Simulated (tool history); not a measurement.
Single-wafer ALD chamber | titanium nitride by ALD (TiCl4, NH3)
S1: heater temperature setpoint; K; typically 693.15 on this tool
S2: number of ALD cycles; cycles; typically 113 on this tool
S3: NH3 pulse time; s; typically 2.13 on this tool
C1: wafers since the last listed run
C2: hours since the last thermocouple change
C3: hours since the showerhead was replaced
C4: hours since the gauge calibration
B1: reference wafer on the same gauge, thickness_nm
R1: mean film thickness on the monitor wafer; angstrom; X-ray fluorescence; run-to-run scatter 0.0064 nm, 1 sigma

run 1 hour=0.0 | S1=693.15 S2=113 S3=2.13 | C1=0 C2=668.4 C3=3274.8 C4=11.9 | B1=3.070 | R1=25.64
run 2 hour=95.7 | S1=693.15 S2=113 S3=2.13 | C1=195 C2=764.1 C3=3370.5 C4=107.6 | B1=3.071 | R1=25.64
run 3 hour=161.2 | S1=699.15 S2=113 S3=2.13 | C1=133 C2=829.6 C3=3436.0 C4=173.1 | B1=3.069 | R1=25.62
run 4 hour=223.2 | S1=699.15 S2=113 S3=2.13 | C1=126 C2=891.6 C3=3498.0 C4=235.1 | B1=3.071 | R1=25.67
run 5 hour=324.8 | S1=699.15 S2=113 S3=2.13 | C1=207 C2=993.2 C3=3599.6 C4=336.7 | B1=3.071 | R1=25.79
run 6 hour=425.1 | S1=693.15 S2=113 S3=2.13 | C1=204 C2=1093.5 C3=3699.9 C4=437.0 | B1=3.068 | R1=25.76
run 7 hour=518.2 | S1=693.15 S2=113 S3=2.13 | C1=190 C2=1186.6 C3=3793.0 C4=530.1 | B1=3.068 | R1=25.69
run 8 hour=560.7 | S1=693.15 S2=113 S3=2.13 | C1=86 C2=1229.1 C3=3835.5 C4=572.6 | B1=3.069 | R1=25.72
run 9 hour=628.1 | S1=693.15 S2=113 S3=2.13 | C1=137 C2=1296.5 C3=3902.9 C4=640.0 | B1=3.067 | R1=25.70
-- hour=654.1 showerhead replaced
-- hour=718.2 gauge calibrated
run 10 hour=726.3 | S1=683.15 S2=102 S3=2.13 | C1=184 C2=1394.7 C3=72.2 C4=8.1 | B1=3.072 | R1=23.08
run 11 hour=785.9 | S1=702.15 S2=106 S3=2.84 | C1=121 C2=1454.3 C3=131.8 C4=67.7 | B1=3.068 | R1=24.31
run 12 hour=828.5 | S1=693.15 S2=113 S3=2.13 | C1=87 C2=1496.9 C3=174.4 C4=110.3 | B1=3.069 | R1=25.66
run 13 hour=924.8 | S1=693.15 S2=113 S3=2.13 | C1=196 C2=1593.2 C3=270.7 C4=206.6 | B1=3.072 | R1=25.80
-- hour=935.6 thermocouple changed; heater temperature recalibrated
run 14 hour=1013.0 | S1=707.15 S2=93 S3=2.74 | C1=163 C2=77.4 C3=358.9 C4=294.8 | B1=3.070 | R1=21.24
run 15 hour=1050.1 | S1=693.15 S2=130 S3=2.13 | C1=75 C2=114.5 C3=396.0 C4=331.9 | B1=3.069 | R1=29.65
run 16 hour=1107.0 | S1=706.15 S2=128 S3=2.13 | C1=116 C2=171.4 C3=452.9 C4=388.8 | B1=3.075 | R1=29.17
run 17 hour=1377.2 | S1=705.15 S2=113 S3=2.13 | C1=551 C2=441.6 C3=723.1 C4=659.0 | B1=3.070 | R1=25.70

Describe how what the log doesn't record of the tool's condition differs between the last listed run preceding each entry between runs and the first listed run following it.
Logged between run 9 and run 10: showerhead replaced (hour 654.1); gauge calibrated (hour 718.2)
  no hidden state differs between the two runs
Logged between run 13 and run 14: thermocouple changed; heater temperature recalibrated (hour 935.6)
  no hidden state differs between the two runs
